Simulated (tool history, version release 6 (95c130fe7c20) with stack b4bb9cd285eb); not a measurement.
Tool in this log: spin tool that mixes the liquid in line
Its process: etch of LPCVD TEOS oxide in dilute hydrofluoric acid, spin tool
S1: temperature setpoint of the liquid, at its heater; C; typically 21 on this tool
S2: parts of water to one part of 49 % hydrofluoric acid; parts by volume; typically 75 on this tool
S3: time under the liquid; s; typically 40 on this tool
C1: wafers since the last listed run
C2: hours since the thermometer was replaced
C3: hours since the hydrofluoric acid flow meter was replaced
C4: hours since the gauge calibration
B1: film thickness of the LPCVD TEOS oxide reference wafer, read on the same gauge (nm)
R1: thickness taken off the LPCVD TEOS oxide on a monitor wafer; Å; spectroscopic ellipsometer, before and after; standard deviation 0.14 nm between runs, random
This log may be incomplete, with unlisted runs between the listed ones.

| run | hour | S1 | S2 | S3 | C1 | C2 | C3 | C4 | B1 | R1 |
|---|---|---|---|---|---|---|---|---|---|---|
| 1 | 0 | 24 | 75 | 40 | 0 | 599.3 | 17 | 2484.1 | 100.02 | 230.1 |
| 2 | 66.9 | 24 | 75 | 40 | 749 | 666.2 | 83.9 | 2551 | 99.99 | 233.4 |
|  | 78.5 | thermometer replaced |
| 3 | 106.4 | 24 | 75 | 40 | 431 | 27.9 | 123.4 | 2590.5 | 100 | 218.3 |
| 4 | 151.8 | 21 | 75 | 40 | 508 | 73.3 | 168.8 | 2635.9 | 100 | 193.1 |
| 5 | 192.4 | 21 | 100 | 55 | 454 | 113.9 | 209.4 | 2676.5 | 100.06 | 198.9 |
| 6 | 248.1 | 21 | 100 | 55 | 624 | 169.6 | 265.1 | 2732.2 | 100.02 | 200.5 |
|  | 281.8 | gauge calibrated |
| 7 | 292.6 | 21 | 75 | 40 | 498 | 214.1 | 309.6 | 10.8 | 100 | 201.8 |
| 8 | 352.4 | 18 | 75 | 40 | 670 | 273.9 | 369.4 | 70.6 | 100.03 | 180.4 |
| 9 | 410.6 | 18 | 75 | 40 | 652 | 332.1 | 427.6 | 128.8 | 100.02 | 180.8 |
| 10 | 472 | 18 | 75 | 40 | 687 | 393.5 | 489 | 190.2 | 99.99 | 183.7 |
|  | 478.9 | hydrofluoric acid flow meter replaced |
| 11 | 534.7 | 21 | 75 | 40 | 691 | 456.2 | 55.8 | 252.9 | 99.98 | 204.9 |
| 12 | 580.6 | 21 | 75 | 40 | 514 | 502.1 | 101.7 | 298.8 | 99.99 | 204.5 |
| 13 | 631.3 | 22.5 | 55 | 30 | 568 | 552.8 | 152.4 | 349.5 | 100.03 | 229.9 |
| 14 | 677.2 | 21 | 55 | 40 | 514 | 598.7 | 198.3 | 395.4 | 99.99 | 292.2 |
|  | 719 | thermometer replaced |
| 15 | 726.8 | 23.5 | 75 | 20 | 544 | 7.8 | 247.9 | 445 | 99.95 | 109.5 |
| 16 | 756.7 | 21 | 45 | 40 | 335 | 37.7 | 277.8 | 474.9 | 100 | 340.8 |
| 17 | 786.3 | 21 | 75 | 40 | 331 | 67.3 | 307.4 | 504.5 | 99.99 | 202.4 |
| 18 | 979.4 | 24 | 75 | 40 | 2163 | 260.4 | 500.5 | 697.6 | 100.01 | 233.1 |
| 19 | 1038.4 | 25 | 105 | 40 | 661 | 319.4 | 559.5 | 756.6 | 99.97 | 170.6 |
|  | 1045.9 | hydrofluoric acid flow meter replaced |
| 20 | 1070.4 | 21 | 75 | 40 | 347 | 351.4 | 24.5 | 788.6 | 99.99 | 202.2 |
| 21 | 1101.1 | 25 | 75 | 25 | 343 | 382.1 | 55.2 | 819.3 | 100.02 | 150 |
| 22 | 1148 | 21 | 75 | 40 | 525 | 429 | 102.1 | 866.2 | 99.96 | 204.2 |
| 23 | 1213.6 | 21 | 75 | 40 | 734 | 494.6 | 167.7 | 931.8 | 99.97 | 206.5 |
| 24 | 1251.2 | 24.5 | 110 | 20 | 421 | 532.2 | 205.3 | 969.4 | 100.02 | 78.7 |
| 25 | 1301.4 | 21 | 75 | 40 | 562 | 582.4 | 255.5 | 1019.6 | 100.01 | 211.7 |
| 26 | 1409.3 | 24.5 | 110 | 20 | 1208 | 690.3 | 363.4 | 1127.5 | 100.01 | 80.1 |
|  | 1440 | thermometer replaced |
| 27 | 1445.7 | 21 | 75 | 40 | 396 | 5.7 | 399.8 | 1163.9 | 100.03 | 196.8 |
| 28 | 1603 | 18.5 | 95 | 55 | 1762 | 163 | 557.1 | 1321.2 | 99.99 | 197.4 |
| 29 | 1636.3 | 17.5 | 85 | 25 | 373 | 196.3 | 590.4 | 1354.5 | 99.94 | 96 |
|  | 1662.6 | hydrofluoric acid flow meter replaced |
| 30 | 1700.1 | 25 | 90 | 25 | 703 | 260.1 | 37.5 | 1418.3 | 99.99 | 120.5 |
| 31 | 1749.2 | 25 | 100 | 40 | 550 | 309.2 | 86.6 | 1467.4 | 100.05 | 169.5 |
| 32 | 1800.9 | 21 | 75 | 40 | 579 | 360.9 | 138.3 | 1519.1 | 100 | 200.2 |
| 33 | 1850 | 25.5 | 60 | 40 | 550 | 410 | 187.4 | 1568.2 | 100 | 313.2 |
| 34 | 1906.5 | 21 | 100 | 50 | 633 | 466.5 | 243.9 | 1624.7 | 100.01 | 188 |

Exercise: give the hidden state of the tool at every run:
gauge reads high (%): 0 at every run
H1: liquid hotter than its thermometer reads (K)
H2: hydrofluoric acid flow above the setpoint (%)
| run | H1 | H2 |
|---|---|---|
| 1 | 1.68 | 0.214 |
| 2 | 1.86 | 0.651 |
| 3 | 0.262 | 0.91 |
| 4 | 0.385 | 1.21 |
| 5 | 0.496 | 1.47 |
| 6 | 0.647 | 1.84 |
| 7 | 0.768 | 2.13 |
| 8 | 0.931 | 2.52 |
| 9 | 1.09 | 2.9 |
| 10 | 1.26 | 3.3 |
| 11 | 1.43 | 0.852 |
| 12 | 1.55 | 1.15 |
| 13 | 1.69 | 1.48 |
| 14 | 1.81 | 1.78 |
| 15 | 0.274 | 2.11 |
| 16 | 0.355 | 2.3 |
| 17 | 0.436 | 2.5 |
| 18 | 0.961 | 3.76 |
| 19 | 1.12 | 4.15 |
| 20 | 1.21 | 0.715 |
| 21 | 1.29 | 0.916 |
| 22 | 1.42 | 1.22 |
| 23 | 1.6 | 1.65 |
| 24 | 1.7 | 1.9 |
| 25 | 1.84 | 2.23 |
| 26 | 2.13 | 2.93 |
| 27 | 0.0391 | 3.17 |
| 28 | 0.467 | 4.2 |
| 29 | 0.558 | 4.42 |
| 30 | 0.731 | 0.519 |
| 31 | 0.865 | 0.84 |
| 32 | 1.01 | 1.18 |
| 33 | 1.14 | 1.5 |
| 34 | 1.29 | 1.87 |

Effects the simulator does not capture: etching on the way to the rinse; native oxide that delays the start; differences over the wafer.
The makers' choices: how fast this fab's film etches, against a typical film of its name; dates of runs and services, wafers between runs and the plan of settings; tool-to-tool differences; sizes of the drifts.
